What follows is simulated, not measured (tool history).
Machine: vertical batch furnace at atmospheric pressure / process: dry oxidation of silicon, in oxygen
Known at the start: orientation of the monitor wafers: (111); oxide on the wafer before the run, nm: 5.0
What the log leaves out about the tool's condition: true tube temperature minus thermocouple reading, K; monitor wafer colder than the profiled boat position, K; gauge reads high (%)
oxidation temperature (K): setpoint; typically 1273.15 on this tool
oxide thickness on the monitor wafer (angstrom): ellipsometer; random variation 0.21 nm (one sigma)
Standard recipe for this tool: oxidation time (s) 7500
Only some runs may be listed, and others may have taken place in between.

| run | hour | oxidation temperature (K) | oxidation time (s) | wafers since the last listed run | hours since the last temperature calibration | hours since the boat lift was adjusted | hours since the gauge calibration | read-back reference wafer on the same gauge, thickness | oxide thickness on the monitor wafer (angstrom) |
|---|---|---|---|---|---|---|---|---|---|
| 1 | 0 | 1273.15 | 7500 | 0 | 2237.7 | 4319.1 | 318.9 | 87.01 | 1114.8 |
| 2 | 21.3 | 1273.15 | 7500 | 209 | 2259 | 4340.4 | 340.2 | 86.98 | 1113.1 |
| 3 | 42.7 | 1273.15 | 7500 | 210 | 2280.4 | 4361.8 | 361.6 | 86.99 | 1119.8 |
| 4 | 71.4 | 1273.15 | 7500 | 282 | 2309.1 | 4390.5 | 390.3 | 86.96 | 1121.7 |
| 5 | 100 | 1273.15 | 7500 | 281 | 2337.7 | 4419.1 | 418.9 | 86.97 | 1117 |
| 6 | 188 | 1273.15 | 8790 | 866 | 2425.7 | 4507.1 | 506.9 | 87.06 | 1237.6 |
|  | 211.8 | gauge calibrated |
| 7 | 214.5 | 1273.15 | 8790 | 260 | 2452.2 | 4533.6 | 2.7 | 87.06 | 1237.5 |
| 8 | 238.9 | 1273.15 | 8790 | 240 | 2476.6 | 4558 | 27.1 | 87.04 | 1237.2 |
| 9 | 271 | 1273.15 | 7500 | 315 | 2508.7 | 4590.1 | 59.2 | 87.04 | 1123.9 |
| 10 | 299 | 1273.15 | 7500 | 275 | 2536.7 | 4618.1 | 87.2 | 87.01 | 1123.9 |
| 11 | 318.3 | 1286.15 | 7500 | 189 | 2556 | 4637.4 | 106.5 | 86.99 | 1231 |
| 12 | 363.1 | 1273.15 | 7500 | 440 | 2600.8 | 4682.2 | 151.3 | 87.04 | 1125.5 |
| 13 | 390.6 | 1273.15 | 7500 | 270 | 2628.3 | 4709.7 | 178.8 | 87.03 | 1130.9 |
| 14 | 424.2 | 1253.15 | 7500 | 330 | 2661.9 | 4743.3 | 212.4 | 87 | 984.9 |
| 15 | 461.8 | 1283.15 | 10800 | 370 | 2699.5 | 4780.9 | 250 | 86.98 | 1511.4 |
| 16 | 483.1 | 1273.15 | 7500 | 209 | 2720.8 | 4802.2 | 271.3 | 86.94 | 1130.9 |
|  | 519.3 | boat lift adjusted |
|  | 534.9 | thermocouples replaced and temperature profile calibrated |
| 17 | 571.8 | 1290.15 | 10920 | 483 | 36.9 | 52.5 | 360 | 87.04 | 1529.9 |
| 18 | 601.2 | 1266.15 | 3960 | 289 | 66.3 | 81.9 | 389.4 | 86.97 | 685.3 |
| 19 | 614.9 | 1260.15 | 6060 | 134 | 80 | 95.6 | 403.1 | 87 | 867 |
| 20 | 645 | 1273.15 | 8790 | 296 | 110.1 | 125.7 | 433.2 | 87.02 | 1200 |
| 21 | 659.8 | 1288.15 | 5790 | 145 | 124.9 | 140.5 | 448 | 87.04 | 1022.3 |
| 22 | 683.5 | 1290.15 | 7500 | 233 | 148.6 | 164.2 | 471.7 | 86.88 | 1218 |

State the hidden condition of the tool at each of the runs:
monitor wafer colder than the profiled boat position, K: 0 at every run
gauge reads high (%): 0 at every run
H1: true tube temperature minus thermocouple reading, K
| run | H1 |
|---|---|
| 1 | 4.39 |
| 2 | 4.46 |
| 3 | 4.54 |
| 4 | 4.64 |
| 5 | 4.74 |
| 6 | 5.07 |
| 7 | 5.18 |
| 8 | 5.27 |
| 9 | 5.4 |
| 10 | 5.51 |
| 11 | 5.58 |
| 12 | 5.77 |
| 13 | 5.88 |
| 14 | 6.02 |
| 15 | 6.18 |
| 16 | 6.27 |
| 17 | 0.402 |
| 18 | 0.405 |
| 19 | 0.406 |
| 20 | 0.411 |
| 21 | 0.413 |
| 22 | 0.418 |

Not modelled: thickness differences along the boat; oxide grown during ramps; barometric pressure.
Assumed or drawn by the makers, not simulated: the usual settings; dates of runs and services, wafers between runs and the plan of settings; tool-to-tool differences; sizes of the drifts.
